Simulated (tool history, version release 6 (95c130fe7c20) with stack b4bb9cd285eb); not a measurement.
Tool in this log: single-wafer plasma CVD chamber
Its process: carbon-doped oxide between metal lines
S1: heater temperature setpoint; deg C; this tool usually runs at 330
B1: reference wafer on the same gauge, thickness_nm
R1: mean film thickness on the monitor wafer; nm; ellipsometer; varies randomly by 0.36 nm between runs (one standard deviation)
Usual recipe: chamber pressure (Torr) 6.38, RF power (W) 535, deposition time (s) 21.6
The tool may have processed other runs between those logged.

run 1 hour=0.0 | S1=330 chamber_pressure_(Torr)=6.38 RF_power_(W)=535 deposition_time_(s)=21.6 | B1=114.964 | R1=132.782
run 2 hour=51.9 | S1=330 chamber_pressure_(Torr)=6.38 RF_power_(W)=535 deposition_time_(s)=24.3 | B1=114.984 | R1=149.505
run 3 hour=125.9 | S1=330 chamber_pressure_(Torr)=6.38 RF_power_(W)=535 deposition_time_(s)=21.6 | B1=114.981 | R1=133.163
run 4 hour=182.1 | S1=330 chamber_pressure_(Torr)=6.38 RF_power_(W)=535 deposition_time_(s)=21.6 | B1=115.019 | R1=133.022
run 5 hour=284.4 | S1=330 chamber_pressure_(Torr)=6.38 RF_power_(W)=535 deposition_time_(s)=21.6 | B1=114.951 | R1=132.873
-- hour=379.0 thermocouple changed; heater temperature recalibrated
-- hour=420.5 RF generator calibrated
-- hour=529.0 thermocouple changed; heater temperature recalibrated, repeated, since the last time left the tool worse
run 6 hour=566.9 | S1=330 chamber_pressure_(Torr)=6.38 RF_power_(W)=535 deposition_time_(s)=21.6 | B1=114.957 | R1=131.628
-- hour=607.1 capacitance manometer re-zeroed and calibrated
run 7 hour=641.4 | S1=330 chamber_pressure_(Torr)=6.38 RF_power_(W)=535 deposition_time_(s)=21.6 | B1=115.008 | R1=130.819
-- hour=692.3 showerhead replaced
run 8 hour=703.9 | S1=342 chamber_pressure_(Torr)=6.38 RF_power_(W)=435 deposition_time_(s)=25.8 | B1=114.977 | R1=129.472
run 9 hour=788.1 | S1=330 chamber_pressure_(Torr)=4.79 RF_power_(W)=535 deposition_time_(s)=19.7 | B1=115.021 | R1=116.602
-- hour=789.3 gauge calibrated
run 10 hour=877.9 | S1=316 chamber_pressure_(Torr)=7.17 RF_power_(W)=605 deposition_time_(s)=21.6 | B1=115.014 | R1=152.095
run 11 hour=925.8 | S1=330 chamber_pressure_(Torr)=6.38 RF_power_(W)=620 deposition_time_(s)=18.1 | B1=114.974 | R1=120.658
run 12 hour=962.2 | S1=330 chamber_pressure_(Torr)=6.38 RF_power_(W)=535 deposition_time_(s)=18.8 | B1=115.034 | R1=114.840
run 13 hour=1037.7 | S1=330 chamber_pressure_(Torr)=6.38 RF_power_(W)=535 deposition_time_(s)=21.6 | B1=115.058 | R1=132.262
run 14 hour=1076.3 | S1=330 chamber_pressure_(Torr)=6.38 RF_power_(W)=535 deposition_time_(s)=21.6 | B1=114.981 | R1=131.279

3 options for the next run, each taken on its own from the tool as it stands now. Forecast them:
run A hour=1076.7 | S1=330 chamber_pressure_(Torr)=6.38 RF_power_(W)=535 deposition_time_(s)=21.6 | B1=? | R1=?
run B hour=1076.7 | S1=330 chamber_pressure_(Torr)=6.38 RF_power_(W)=535 deposition_time_(s)=18.1 | B1=? | R1=?
run C hour=1076.7 | S1=342 chamber_pressure_(Torr)=6.38 RF_power_(W)=535 deposition_time_(s)=19.6 | B1=? | R1=?

run=A B1=114.984 R1=131.174
run=B B1=114.984 R1=110.248
run=C B1=114.984 R1=113.951
Had the tool no hidden state, the same runs would have come out as:
run=A R1=130.378
run=B R1=109.580
run=C R1=113.377
